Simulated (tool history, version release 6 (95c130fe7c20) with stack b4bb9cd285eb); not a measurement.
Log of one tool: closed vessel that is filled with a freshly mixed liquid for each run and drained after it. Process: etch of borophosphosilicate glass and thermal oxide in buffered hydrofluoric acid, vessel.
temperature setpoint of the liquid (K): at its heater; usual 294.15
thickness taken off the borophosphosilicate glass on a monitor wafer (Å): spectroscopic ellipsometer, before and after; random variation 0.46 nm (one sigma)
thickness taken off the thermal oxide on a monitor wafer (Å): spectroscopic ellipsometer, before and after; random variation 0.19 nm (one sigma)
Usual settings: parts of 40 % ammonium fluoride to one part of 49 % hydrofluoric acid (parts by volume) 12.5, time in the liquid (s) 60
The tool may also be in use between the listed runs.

run	hour	temperature setpoint of the liquid (K)	parts of 40 % ammonium fluoride to one part of 49 % hydrofluoric acid (parts by volume)	time in the liquid (s)	wafers since the last listed run	hours since the thermometer was replaced	hours since the hydrofluoric acid flow meter was replaced	hours since the gauge calibration	read-back film thickness of the borophosphosilicate glass reference wafer, read on the same gauge (nm)	read-back film thickness of the thermal oxide reference wafer, read on the same gauge (nm)	thickness taken off the borophosphosilicate glass on a monitor wafer (Å)	thickness taken off the thermal oxide on a monitor wafer (Å)
1	0	294.15	12.5	60	0	1109.5	818.8	1730.4	60.01	150	1105.6	477.4
2	175.7	294.15	12.5	60	15213	1285.2	994.5	1906.1	59.98	150	1117.6	476.4
3	240.1	291.15	10	60	5576	1349.6	1058.9	1970.5	60.02	149.97	1162	495
4	265.5	298.65	12.5	60	2199	1375	1084.3	1995.9	60	150.03	1434.4	607.7
# hour 319: thermometer replaced
5	326.4	294.15	11	60	5186	7.4	1145.2	2056.8	60.01	150.01	1266.9	542
6	356.6	294.15	14.5	60	2615	37.6	1175.4	2087	60.01	150.02	968.4	416
# hour 401.5: gauge calibrated
7	417.7	298.65	17.5	35	5290	98.7	1236.5	16.2	60.04	149.99	601.8	258.7
8	609.8	294.15	12.5	60	16633	290.8	1428.6	208.3	60.01	149.96	1141.6	486
9	674.9	294.15	12.5	60	5637	355.9	1493.7	273.4	59.99	150	1135.6	487.7
10	742.9	294.15	12.5	60	5888	423.9	1561.7	341.4	60.02	149.99	1143.3	486.7
11	787.8	294.15	12.5	60	3887	468.8	1606.6	386.3	60.01	150.02	1135.3	489.1
# hour 812.6: hydrofluoric acid flow meter replaced
12	847.2	296.15	15.5	85	5056	528.2	34.6	445.7	60.03	150.02	1366.9	587.2
13	882.7	290.15	15.5	80	3073	563.7	70.1	481.2	60.01	150.01	929.3	396
14	936.1	296.65	9	30	4623	617.1	123.5	534.6	60.02	150.03	820.9	351.6
15	966.1	296.15	14.5	45	2597	647.1	153.5	564.6	59.99	150.02	778.7	332.8
16	998.8	297.15	17	35	2831	679.8	186.2	597.3	60	150.03	547.7	234.6
17	1045	294.15	12.5	60	4000	726	232.4	643.5	60	149.99	1089.1	462.7
18	1079.3	294.15	17	60	2970	760.3	266.7	677.8	60.02	150.01	797.1	342.6
19	1127.1	290.15	12.5	60	4139	808.1	314.5	725.6	59.98	150.02	868	368.3
20	1153.4	299.15	14.5	60	2277	834.4	340.8	751.9	60.03	149.97	1228.7	522.8
21	1220.3	294.15	12.5	60	5792	901.3	407.7	818.8	60.01	150.03	1092.3	463.2
22	1278.2	294.15	12.5	60	5013	959.2	465.6	876.7	60.01	149.98	1092	464.6
23	1309.5	291.65	12.5	60	2710	990.5	496.9	908	60	149.98	945.5	404.2
24	1373.3	298.65	8	35	5524	1054.3	560.7	971.8	60	150.02	1238.4	530.1
25	1444.5	294.15	14.5	30	6165	1125.5	631.9	1043	59.98	149.97	474.3	203

The same runs without the tool's hidden state, with the same run-to-run variation:
The hidden state here: liquid hotter than its thermometer reads (K); hydrofluoric acid flow above the setpoint (%); gauge reads high (%).
run	thickness taken off the borophosphosilicate glass on a monitor wafer (Å)	thickness taken off the thermal oxide on a monitor wafer (Å)
1	1062.3	458.8
2	1067.1	455
3	1125.9	479.8
4	1365.3	578.5
5	1203.3	515
6	918.5	394.7
7	569.5	244.9
8	1073.2	457.1
9	1065.2	457.6
10	1069.8	455.6
11	1060.5	457.1
12	1360.8	584.5
13	923.9	393.7
14	813.8	348.6
15	771.7	329.8
16	542.1	232.2
17	1076.2	457.3
18	786.6	338.1
19	855.1	362.9
20	1209.3	514.6
21	1072.4	454.8
22	1069.8	455.2
23	925.2	395.6
24	1205.7	516.3
25	461.8	197.7

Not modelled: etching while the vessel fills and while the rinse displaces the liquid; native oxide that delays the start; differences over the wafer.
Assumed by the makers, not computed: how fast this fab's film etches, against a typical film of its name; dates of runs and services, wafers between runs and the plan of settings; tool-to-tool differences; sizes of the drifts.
